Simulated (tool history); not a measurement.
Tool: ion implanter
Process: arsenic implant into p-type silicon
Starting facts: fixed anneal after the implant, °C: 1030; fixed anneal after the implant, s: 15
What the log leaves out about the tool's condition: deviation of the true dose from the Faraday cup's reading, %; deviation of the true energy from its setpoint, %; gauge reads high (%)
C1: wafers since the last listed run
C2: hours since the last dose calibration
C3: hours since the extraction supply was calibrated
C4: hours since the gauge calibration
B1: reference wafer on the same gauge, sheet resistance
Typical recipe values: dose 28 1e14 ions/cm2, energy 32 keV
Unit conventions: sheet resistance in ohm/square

{"run": 1, "hour": 0.0, "dose": 28, "energy": 32, "C1": 0, "C2": 868.2, "C3": 5415.6, "C4": 90.2, "B1": 81.31, "sheet resistance": 71.03}
{"run": 2, "hour": 15.7, "dose": 28, "energy": 32, "C1": 181, "C2": 883.9, "C3": 5431.3, "C4": 105.9, "B1": 81.32, "sheet resistance": 71.17}
{"run": 3, "hour": 63.3, "dose": 28, "energy": 32, "C1": 550, "C2": 931.5, "C3": 5478.9, "C4": 153.5, "B1": 81.32, "sheet resistance": 71.11}
{"hour": 81.7, "done": "Faraday cup replaced and dose calibrated"}
{"run": 4, "hour": 117.0, "dose": 28, "energy": 32, "C1": 528, "C2": 35.3, "C3": 5532.6, "C4": 207.2, "B1": 81.3, "sheet resistance": 71.03}
{"run": 5, "hour": 132.1, "dose": 28, "energy": 32, "C1": 174, "C2": 50.4, "C3": 5547.7, "C4": 222.3, "B1": 81.31, "sheet resistance": 71.13}
{"run": 6, "hour": 149.7, "dose": 28, "energy": 32, "C1": 203, "C2": 68, "C3": 5565.3, "C4": 239.9, "B1": 81.33, "sheet resistance": 71.11}
{"run": 7, "hour": 166.6, "dose": 28, "energy": 32, "C1": 195, "C2": 84.9, "C3": 5582.2, "C4": 256.8, "B1": 81.3, "sheet resistance": 71.06}
{"run": 8, "hour": 177.1, "dose": 28, "energy": 32, "C1": 121, "C2": 95.4, "C3": 5592.7, "C4": 267.3, "B1": 81.28, "sheet resistance": 71.07}
{"run": 9, "hour": 183.4, "dose": 21.96, "energy": 40, "C1": 72, "C2": 101.7, "C3": 5599, "C4": 273.6, "B1": 81.32, "sheet resistance": 69.38}
{"hour": 209.5, "done": "extraction supply calibrated"}
{"hour": 211.6, "done": "gauge calibrated"}
{"run": 10, "hour": 215.4, "dose": 22, "energy": 36.5, "C1": 277, "C2": 133.7, "C3": 5.9, "C4": 3.8, "B1": 81.3, "sheet resistance": 71.98}
{"run": 11, "hour": 228.6, "dose": 22.53, "energy": 26, "C1": 152, "C2": 146.9, "C3": 19.1, "C4": 17, "B1": 81.31, "sheet resistance": 80.87}
{"run": 12, "hour": 244.4, "dose": 25.43, "energy": 28, "C1": 182, "C2": 162.7, "C3": 34.9, "C4": 32.8, "B1": 81.29, "sheet resistance": 76.69}
{"run": 13, "hour": 258.5, "dose": 33.99, "energy": 37, "C1": 162, "C2": 176.8, "C3": 49, "C4": 46.9, "B1": 81.29, "sheet resistance": 64.09}
{"run": 14, "hour": 267.9, "dose": 28, "energy": 32, "C1": 108, "C2": 186.2, "C3": 58.4, "C4": 56.3, "B1": 81.29, "sheet resistance": 71.18}

The tool's hidden state at each run:
deviation of the true dose from the Faraday cup's reading, %: 0 across all the runs
deviation of the true energy from its setpoint, %: 0 across all the runs
gauge reads high (%): 0 across all the runs
